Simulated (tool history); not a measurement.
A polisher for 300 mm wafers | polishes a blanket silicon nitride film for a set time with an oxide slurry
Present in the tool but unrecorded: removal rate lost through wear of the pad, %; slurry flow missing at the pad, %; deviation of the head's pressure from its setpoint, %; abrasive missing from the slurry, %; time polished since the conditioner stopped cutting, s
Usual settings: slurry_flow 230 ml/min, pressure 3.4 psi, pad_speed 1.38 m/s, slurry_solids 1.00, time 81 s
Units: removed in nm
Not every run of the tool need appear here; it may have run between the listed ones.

run    hour  slurry_flow  pressure  pad_speed  slurry_solids  time  wafers since the last listed run  wafers polished on this pad  hours since the slurry nozzle was cleaned  hours since the head pressure was calibrated  hours since the slurry blender was calibrated  hours since the conditioning disc was replaced  incoming thickness of the incoming film, nm  removed
  1     0.0          230       3.4       1.38           1.00    81                                 0                          720                                      232.0                                         542.9                                           73.5                                            75.2                                        579.3     54.1
  2    63.2          230       3.4       1.38           0.85    81                               366                         1086                                      295.2                                         606.1                                          136.7                                           138.4                                        598.7     48.8
  3   108.1          230       3.4       1.38           0.85    81                               260                         1347                                      340.1                                         651.0                                          181.6                                           183.3                                        591.2     49.8
      120.0  -- worn pad replaced by a new one
      121.8  -- slurry nozzle cleaned
  4   134.9          230       3.9       1.38           1.00    81                               126                           80                                       13.1                                         677.8                                          208.4                                           210.1                                        591.7     61.1
  5   159.4          230       3.9       1.38           1.00    81                               141                          222                                       37.6                                         702.3                                          232.9                                           234.6                                        588.7     59.9
      187.0  -- slurry blender recalibrated
      211.9  -- conditioning disc replaced and pad reconditioned
  6   217.7          230       2.5       1.38           1.00    81                               314                          536                                       95.9                                         760.6                                           30.7                                             5.8                                        586.5     40.0
  7   251.8          230       2.5       1.38           1.00    81                               197                          734                                      130.0                                         794.7                                           64.8                                            39.9                                        586.8     39.7
  8   323.4          230       3.4       1.38           1.00    81                               414                         1149                                      201.6                                         866.3                                          136.4                                           111.5                                        595.6     53.5
      352.1  -- worn pad replaced by a new one
  9   379.7          230       3.4       1.38           1.00    81                               302                          159                                      257.9                                         922.6                                          192.7                                           167.8                                        585.4     52.7
      441.3  -- head pressure recalibrated
 10   441.8          230       3.4       1.38           1.00    81                               348                          507                                      320.0                                           0.5                                          254.8                                           229.9                                        586.3     53.0
      469.8  -- slurry blender recalibrated
 11   476.2          230       2.6       1.38           1.00    81                               187                          695                                      354.4                                          34.9                                            6.4                                           264.3                                        591.7     41.7
      494.8  -- slurry nozzle cleaned
      521.3  -- conditioning disc replaced and pad reconditioned
 12   536.4          195       3.4       1.84           1.00    81                               331                         1026                                       41.6                                          95.1                                           66.6                                            15.1                                        586.6     66.0
      542.9  -- worn pad replaced by a new one, of another model than before
 13   604.4          230       3.4       1.38           0.75    81                               370                          356                                      109.6                                         163.1                                          134.6                                            83.1                                        578.4     47.1
 14   676.1          230       4.6       1.70           1.00    81                               415                          771                                      181.3                                         234.8                                          206.3                                           154.8                                        584.9     72.9
      725.8  -- slurry blender recalibrated
      737.6  -- worn pad replaced by a new one
 15   738.1          230       3.4       1.38           1.00    73                               324                            3                                      243.3                                         296.8                                           12.3                                           216.8                                        581.8     48.6
 16   801.6          230       2.4       1.06           0.80    81                               367                          370                                      306.8                                         360.3                                           75.8                                           280.3                                        580.4     34.3
      822.7  -- conditioning disc replaced and pad reconditioned
 17   858.2          275       3.4       1.82           1.00    57                               316                          687                                      363.4                                         416.9                                          132.4                                            35.5                                        588.4     45.7
      874.3  -- slurry nozzle cleaned
 18   912.7          230       3.4       1.50           1.10    81                               309                          997                                       38.4                                         471.4                                          186.9                                            90.0                                        585.7     58.0
 19   960.4          230       3.4       1.38           1.00    81                               276                         1273                                       86.1                                         519.1                                          234.6                                           137.7                                        581.7     52.5
      967.8  -- worn pad replaced by a new one
 20  1022.6          230       3.4       1.38           0.80    81                               337                          317                                      148.3                                         581.3                                          296.8                                           199.9                                        580.7     46.8
     1024.8  -- slurry blender recalibrated
 21  1056.0          230       3.4       1.18           1.15    81                               181                          499                                      181.7                                         614.7                                           31.2                                           233.3                                        602.3     52.1
 22  1121.3          230       3.4       1.38           1.00    81                               378                          877                                      247.0                                         680.0                                           96.5                                           298.6                                        588.2     54.1

Here are 5 independent what-if runs from the current tool condition. What would each one return?
  A  1121.8          230       3.4       1.38           1.00    81                                 2                          880                                      247.5                                         680.5                                           97.0                                           299.1                                        585.6        ?
  B  1121.8          160       4.2       1.38           1.00    81                                 2                          880                                      247.5                                         680.5                                           97.0                                           299.1                                        585.6        ?
  C  1121.8          200       2.8       1.38           1.00   102                                 2                          880                                      247.5                                         680.5                                           97.0                                           299.1                                        585.6        ?
  D  1121.8          175       3.4       1.38           1.00    81                                 2                          880                                      247.5                                         680.5                                           97.0                                           299.1                                        585.6        ?
  E  1121.8          230       4.0       1.38           1.00    81                                 2                          880                                      247.5                                         680.5                                           97.0                                           299.1                                        585.6        ?

run  removed
  A     54.0
  B     59.7
  C     60.3
  D     52.9
  E     59.5
What these runs would have given with no unlogged condition in the tool:
run  removed
  A     54.5
  B     60.3
  C     60.9
  D     53.4
  E     60.2

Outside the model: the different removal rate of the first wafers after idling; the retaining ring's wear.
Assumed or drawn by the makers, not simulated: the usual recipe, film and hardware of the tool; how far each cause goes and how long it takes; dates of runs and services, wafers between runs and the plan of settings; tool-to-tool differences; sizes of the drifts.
